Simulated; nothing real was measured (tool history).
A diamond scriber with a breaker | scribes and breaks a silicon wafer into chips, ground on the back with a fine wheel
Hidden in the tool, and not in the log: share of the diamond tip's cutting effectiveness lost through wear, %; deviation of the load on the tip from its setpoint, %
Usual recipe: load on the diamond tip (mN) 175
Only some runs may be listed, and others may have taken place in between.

| run | hour | load on the diamond tip (mN) | wafers since the last listed run | hours since the diamond tip was replaced | hours since the load on the tip was calibrated | incoming depth of the damage left on the back of the incoming wafer, um | depth of the median crack under the scribed line (um) | chips rejected at inspection after the break (%) |
|---|---|---|---|---|---|---|---|---|
| 1 | 0.0 | 188 | 0 | 743.5 | 1553.7 | 2.35 | 8.25 | 3.25 |
| 2 | 28.3 | 188 | 57 | 771.8 | 1582.0 | 2.84 | 8.39 | 5.13 |
| 3 | 63.9 | 188 | 72 | 807.4 | 1617.6 | 1.50 | 8.01 | 2.23 |
| 4 | 76.4 | 208 | 25 | 819.9 | 1630.1 | 2.45 | 8.35 | 2.62 |
| 5 | 111.1 | 208 | 70 | 854.6 | 1664.8 | 2.62 | 8.37 | 3.40 |
| 6 | 132.3 | 208 | 43 | 875.8 | 1686.0 | 2.52 | 8.36 | 3.58 |
| 7 | 167.7 | 175 | 72 | 911.2 | 1721.4 | 2.95 | 7.83 | 6.64 |
| 8 | 200.4 | 175 | 66 | 943.9 | 1754.1 | 2.74 | 7.69 | 6.73 |
| 9 | 224.0 | 175 | 48 | 967.5 | 1777.7 | 2.54 | 7.48 | 5.47 |
| 10 | 256.2 | 175 | 65 | 999.7 | 1809.9 | 2.58 | 7.41 | 5.66 |
| 11 | 272.1 | 190 | 32 | 1015.6 | 1825.8 | 3.00 | 7.59 | 6.42 |
|  | 277.9 | diamond tip replaced by a new one |
| 12 | 297.2 | 129 | 47 | 19.3 | 1850.9 | 2.40 | 8.06 | 4.20 |
| 13 | 328.6 | 224 | 64 | 50.7 | 1882.3 | 2.03 | 9.70 | 2.16 |
| 14 | 392.0 | 190 | 129 | 114.1 | 1945.7 | 2.42 | 9.07 | 2.08 |
|  | 412.8 | load on the tip recalibrated |
| 15 | 421.2 | 192 | 55 | 143.3 | 8.4 | 1.86 | 8.91 | 1.27 |
| 16 | 447.1 | 128 | 52 | 169.2 | 34.3 | 1.58 | 7.79 | 2.91 |
| 17 | 459.8 | 190 | 25 | 181.9 | 47.0 | 1.54 | 9.12 | 1.01 |
| 18 | 476.0 | 194 | 33 | 198.1 | 63.2 | 1.88 | 9.01 | 1.19 |
| 19 | 502.6 | 191 | 54 | 224.7 | 89.8 | 2.28 | 9.18 | 1.83 |
| 20 | 524.3 | 142 | 44 | 246.4 | 111.5 | 1.98 | 8.24 | 2.72 |
| 21 | 539.4 | 135 | 30 | 261.5 | 126.6 | 2.95 | 7.94 | 6.12 |
| 22 | 575.2 | 175 | 73 | 297.3 | 162.4 | 2.64 | 8.79 | 3.25 |

Each row is a separate what-if for the run after 22, all from the same tool condition, not one after another. Results?
| A | 575.8 | 175 | 1 | 297.9 | 163.0 | 2.89 | ? | ? |
| B | 575.8 | 132 | 1 | 297.9 | 163.0 | 2.89 | ? | ? |
| C | 575.8 | 138 | 1 | 297.9 | 163.0 | 2.89 | ? | ? |

| run | depth of the median crack under the scribed line (um) | chips rejected at inspection after the break (%) |
|---|---|---|
| A | 8.60 | 3.38 |
| B | 7.77 | 5.92 |
| C | 7.89 | 5.42 |
What these runs would have given with no unlogged condition in the tool:
| run | depth of the median crack under the scribed line (um) | chips rejected at inspection after the break (%) |
|---|---|---|
| A | 9.00 | 2.87 |
| B | 8.14 | 4.53 |
| C | 8.26 | 4.16 |

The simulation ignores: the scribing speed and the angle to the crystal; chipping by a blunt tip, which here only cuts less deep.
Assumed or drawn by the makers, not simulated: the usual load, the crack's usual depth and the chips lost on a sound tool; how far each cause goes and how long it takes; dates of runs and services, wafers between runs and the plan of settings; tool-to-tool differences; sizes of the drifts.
